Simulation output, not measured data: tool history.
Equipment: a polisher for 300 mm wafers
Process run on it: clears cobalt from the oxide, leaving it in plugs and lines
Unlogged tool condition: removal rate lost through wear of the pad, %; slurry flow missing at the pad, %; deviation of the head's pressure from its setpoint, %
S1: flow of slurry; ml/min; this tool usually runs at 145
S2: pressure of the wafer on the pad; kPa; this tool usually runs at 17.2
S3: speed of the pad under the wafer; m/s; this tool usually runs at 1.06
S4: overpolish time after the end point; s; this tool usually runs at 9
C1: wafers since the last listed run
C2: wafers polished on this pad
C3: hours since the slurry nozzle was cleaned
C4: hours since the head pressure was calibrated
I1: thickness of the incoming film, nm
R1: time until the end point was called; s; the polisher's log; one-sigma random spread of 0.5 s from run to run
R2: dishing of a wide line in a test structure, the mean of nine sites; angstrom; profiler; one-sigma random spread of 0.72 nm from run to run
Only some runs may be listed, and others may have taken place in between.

run 1 hour=0.0 | S1=145 S2=18.6 S3=1.06 S4=9 | C1=0 C2=1361 C3=40.7 C4=256.9 | I1=221.7 | R1=39.1 R2=322
run 2 hour=44.9 | S1=145 S2=18.6 S3=1.06 S4=9 | C1=302 C2=1663 C3=85.6 C4=301.8 | I1=217.0 | R1=38.4 R2=311
run 3 hour=103.6 | S1=145 S2=17.2 S3=1.06 S4=9 | C1=394 C2=2058 C3=144.3 C4=360.5 | I1=220.4 | R1=43.7 R2=290
-- hour=161.0 worn pad replaced by a new one
run 4 hour=298.2 | S1=145 S2=17.2 S3=1.06 S4=9 | C1=1282 C2=922 C3=338.9 C4=555.1 | I1=221.0 | R1=42.7 R2=290
-- hour=344.0 slurry nozzle cleaned
-- hour=346.2 head pressure recalibrated
run 5 hour=359.4 | S1=145 S2=17.2 S3=1.06 S4=9 | C1=391 C2=1314 C3=15.4 C4=13.2 | I1=217.1 | R1=41.8 R2=305
run 6 hour=397.3 | S1=180 S2=17.2 S3=1.06 S4=9 | C1=254 C2=1569 C3=53.3 C4=51.1 | I1=222.5 | R1=41.9 R2=302
run 7 hour=443.3 | S1=170 S2=17.2 S3=1.06 S4=9 | C1=309 C2=1878 C3=99.3 C4=97.1 | I1=222.2 | R1=42.3 R2=301
run 8 hour=507.2 | S1=170 S2=17.2 S3=1.06 S4=9 | C1=429 C2=2308 C3=163.2 C4=161.0 | I1=219.2 | R1=43.3 R2=295
-- hour=540.4 worn pad replaced by a new one
-- hour=655.5 slurry nozzle cleaned
run 9 hour=683.8 | S1=170 S2=17.2 S3=1.06 S4=9 | C1=1154 C2=957 C3=28.3 C4=337.6 | I1=218.5 | R1=40.5 R2=307
-- hour=865.3 worn pad replaced by a new one
run 10 hour=895.4 | S1=145 S2=17.2 S3=1.06 S4=9 | C1=1396 C2=202 C3=239.9 C4=549.2 | I1=223.5 | R1=42.3 R2=308
run 11 hour=935.8 | S1=145 S2=17.2 S3=1.06 S4=9 | C1=271 C2=474 C3=280.3 C4=589.6 | I1=221.0 | R1=42.0 R2=292
-- hour=966.2 head pressure recalibrated
run 12 hour=995.3 | S1=145 S2=17.2 S3=1.06 S4=9 | C1=386 C2=860 C3=339.8 C4=29.1 | I1=222.2 | R1=43.7 R2=298
-- hour=1013.8 slurry nozzle cleaned
run 13 hour=1066.5 | S1=180 S2=22.1 S3=0.82 S4=12 | C1=472 C2=1332 C3=52.7 C4=100.3 | I1=223.5 | R1=41.8 R2=356
run 14 hour=1099.4 | S1=145 S2=17.2 S3=1.06 S4=9 | C1=221 C2=1554 C3=85.6 C4=133.2 | I1=220.2 | R1=42.0 R2=310
run 15 hour=1134.0 | S1=145 S2=19.3 S3=1.06 S4=4 | C1=232 C2=1786 C3=120.2 C4=167.8 | I1=219.9 | R1=39.2 R2=170
-- hour=1164.1 worn pad replaced by a new one
run 16 hour=1285.7 | S1=145 S2=17.2 S3=1.06 S4=9 | C1=993 C2=818 C3=271.9 C4=319.5 | I1=219.5 | R1=41.8 R2=299
-- hour=1307.7 slurry nozzle cleaned
run 17 hour=1357.3 | S1=145 S2=17.2 S3=1.06 S4=5 | C1=474 C2=1293 C3=49.6 C4=391.1 | I1=219.3 | R1=41.3 R2=202
run 18 hour=1395.5 | S1=175 S2=22.1 S3=0.72 S4=6 | C1=256 C2=1549 C3=87.8 C4=429.3 | I1=218.5 | R1=47.8 R2=206
run 19 hour=1436.3 | S1=145 S2=17.2 S3=1.06 S4=9 | C1=274 C2=1824 C3=128.6 C4=470.1 | I1=218.5 | R1=41.9 R2=294
-- hour=1475.0 worn pad replaced by a new one
run 20 hour=1486.8 | S1=145 S2=17.2 S3=0.96 S4=9 | C1=312 C2=79 C3=179.1 C4=520.6 | I1=216.2 | R1=43.8 R2=292
run 21 hour=1524.7 | S1=145 S2=17.2 S3=1.06 S4=9 | C1=254 C2=334 C3=217.0 C4=558.5 | I1=220.7 | R1=40.5 R2=311
run 22 hour=1581.7 | S1=145 S2=15.2 S3=1.24 S4=5 | C1=383 C2=717 C3=274.0 C4=615.5 | I1=222.1 | R1=41.8 R2=205
-- hour=1584.0 head pressure recalibrated
run 23 hour=1651.6 | S1=145 S2=17.2 S3=1.06 S4=9 | C1=456 C2=1174 C3=343.9 C4=67.6 | I1=217.7 | R1=43.1 R2=295
-- hour=1699.1 slurry nozzle cleaned
run 24 hour=1711.5 | S1=100 S2=17.2 S3=1.44 S4=9 | C1=396 C2=1570 C3=12.4 C4=127.5 | I1=221.4 | R1=33.4 R2=359

Below are 4 alternative next runs, each starting from the tool's condition after run 24. Predict each:
run A hour=1711.9 | S1=145 S2=22.1 S3=1.06 S4=9 | C1=2 C2=1573 C3=12.8 C4=127.9 | I1=223.7 | R1=? R2=?
run B hour=1711.9 | S1=180 S2=21.4 S3=0.80 S4=11 | C1=2 C2=1573 C3=12.8 C4=127.9 | I1=223.7 | R1=? R2=?
run C hour=1711.9 | S1=125 S2=17.2 S3=1.06 S4=10 | C1=2 C2=1573 C3=12.8 C4=127.9 | I1=223.7 | R1=? R2=?
run D hour=1711.9 | S1=125 S2=17.2 S3=1.24 S4=9 | C1=2 C2=1573 C3=12.8 C4=127.9 | I1=223.7 | R1=? R2=?

run=A R1=33.1 R2=342
run=B R1=44.2 R2=326
run=C R1=43.1 R2=312
run=D R1=36.8 R2=322
Had the tool no hidden state, the same runs would have come out as:
run=A R1=30.7 R2=356
run=B R1=41.0 R2=340
run=C R1=39.9 R2=327
run=D R1=34.1 R2=336
